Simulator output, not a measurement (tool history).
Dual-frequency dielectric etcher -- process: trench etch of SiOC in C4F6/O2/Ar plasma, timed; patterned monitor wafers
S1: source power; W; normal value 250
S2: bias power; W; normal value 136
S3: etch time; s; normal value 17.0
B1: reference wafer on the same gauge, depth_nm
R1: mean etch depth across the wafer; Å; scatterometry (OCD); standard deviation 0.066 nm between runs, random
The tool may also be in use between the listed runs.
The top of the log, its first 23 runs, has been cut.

{"run": 24, "hour": 543.5, "S1": 280, "S2": 136, "S3": 17.0, "B1": 23.09, "R1": 286.4}
{"run": 25, "hour": 567.5, "S1": 280, "S2": 136, "S3": 17.0, "B1": 23.09, "R1": 286.1}
{"run": 26, "hour": 597.0, "S1": 250, "S2": 136, "S3": 17.0, "B1": 23.1, "R1": 268.4}
{"run": 27, "hour": 632.4, "S1": 250, "S2": 156, "S3": 19.0, "B1": 23.08, "R1": 307.1}
{"run": 28, "hour": 647.9, "S1": 250, "S2": 108, "S3": 17.0, "B1": 23.12, "R1": 257.6}
{"run": 29, "hour": 674.7, "S1": 250, "S2": 117, "S3": 17.0, "B1": 23.1, "R1": 260.9}
{"run": 30, "hour": 708.1, "S1": 250, "S2": 161, "S3": 17.0, "B1": 23.11, "R1": 275.2}
{"run": 31, "hour": 727.7, "S1": 190, "S2": 136, "S3": 12.0, "B1": 23.12, "R1": 160.7}

3 options for the next run, each taken on its own from the tool as it stands now. Forecast them:
{"run": "A", "hour": 728.1, "S1": 250, "S2": 136, "S3": 17.0, "B1": "?", "R1": "?"}
{"run": "B", "hour": 728.1, "S1": 250, "S2": 154, "S3": 17.0, "B1": "?", "R1": "?"}
{"run": "C", "hour": 728.1, "S1": 250, "S2": 164, "S3": 13.0, "B1": "?", "R1": "?"}

run=A B1=23.12 R1=267.3
run=B B1=23.12 R1=273.7
run=C B1=23.12 R1=212.0
Take away the tool's hidden state, keep each run's random variation, and the runs would have read:
run=A R1=273.9
run=B R1=280.5
run=C R1=217.3

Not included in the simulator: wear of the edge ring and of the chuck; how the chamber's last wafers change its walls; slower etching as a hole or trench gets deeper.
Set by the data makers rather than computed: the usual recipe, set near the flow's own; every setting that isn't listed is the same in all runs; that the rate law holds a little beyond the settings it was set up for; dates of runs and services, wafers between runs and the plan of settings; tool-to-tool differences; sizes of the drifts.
